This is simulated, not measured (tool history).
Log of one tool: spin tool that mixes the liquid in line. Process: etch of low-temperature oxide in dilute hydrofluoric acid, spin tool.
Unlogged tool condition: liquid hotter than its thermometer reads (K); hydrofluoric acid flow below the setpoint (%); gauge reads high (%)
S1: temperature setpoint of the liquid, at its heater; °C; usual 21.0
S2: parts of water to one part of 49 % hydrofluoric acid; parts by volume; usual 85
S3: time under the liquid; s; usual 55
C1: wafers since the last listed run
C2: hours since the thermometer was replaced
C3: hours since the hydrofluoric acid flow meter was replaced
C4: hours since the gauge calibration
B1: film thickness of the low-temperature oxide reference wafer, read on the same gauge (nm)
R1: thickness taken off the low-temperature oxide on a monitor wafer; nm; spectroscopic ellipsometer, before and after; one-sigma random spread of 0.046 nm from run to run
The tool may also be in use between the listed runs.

run,day,S1,S2,S3,C1,C2,C3,C4,B1,R1
1,0.000,21.0,85,55,0,1765.7,978.0,358.1,69.99,6.86
2,4.454,21.0,85,55,1199,1872.6,1084.9,465.0,70.01,6.81
3,6.779,21.0,85,55,626,1928.4,1140.7,520.8,70.00,6.79
4,9.388,21.0,60,65,702,1991.0,1203.3,583.4,69.97,11.91
5,12.546,21.0,60,65,850,2066.8,1279.1,659.2,69.99,12.04
# day 15.854: thermometer replaced
6,16.412,21.0,60,65,1030,13.4,1371.9,752.0,69.99,11.86
# day 18.300: gauge calibrated
7,18.512,21.0,85,30,565,63.8,1422.3,5.1,69.99,3.78
# day 19.608: hydrofluoric acid flow meter replaced
8,22.242,18.0,85,30,993,153.3,63.2,94.6,70.00,3.29
9,25.721,22.5,85,35,936,236.8,146.7,178.1,69.99,4.69
10,27.517,25.0,105,40,483,279.9,189.8,221.2,69.99,4.63
11,30.533,21.0,85,55,812,352.3,262.2,293.6,69.98,6.86
12,33.458,25.0,105,40,787,422.5,332.4,363.8,69.98,4.66
13,36.362,19.5,85,35,782,492.2,402.1,433.5,69.99,4.13
14,39.033,22.5,125,30,719,556.3,466.2,497.6,70.01,2.61

Hidden state, per run?
liquid hotter than its thermometer reads (K): 0, the same for each run
hydrofluoric acid flow below the setpoint (%): 0, the same for each run
gauge reads high (%): 0, the same for each run
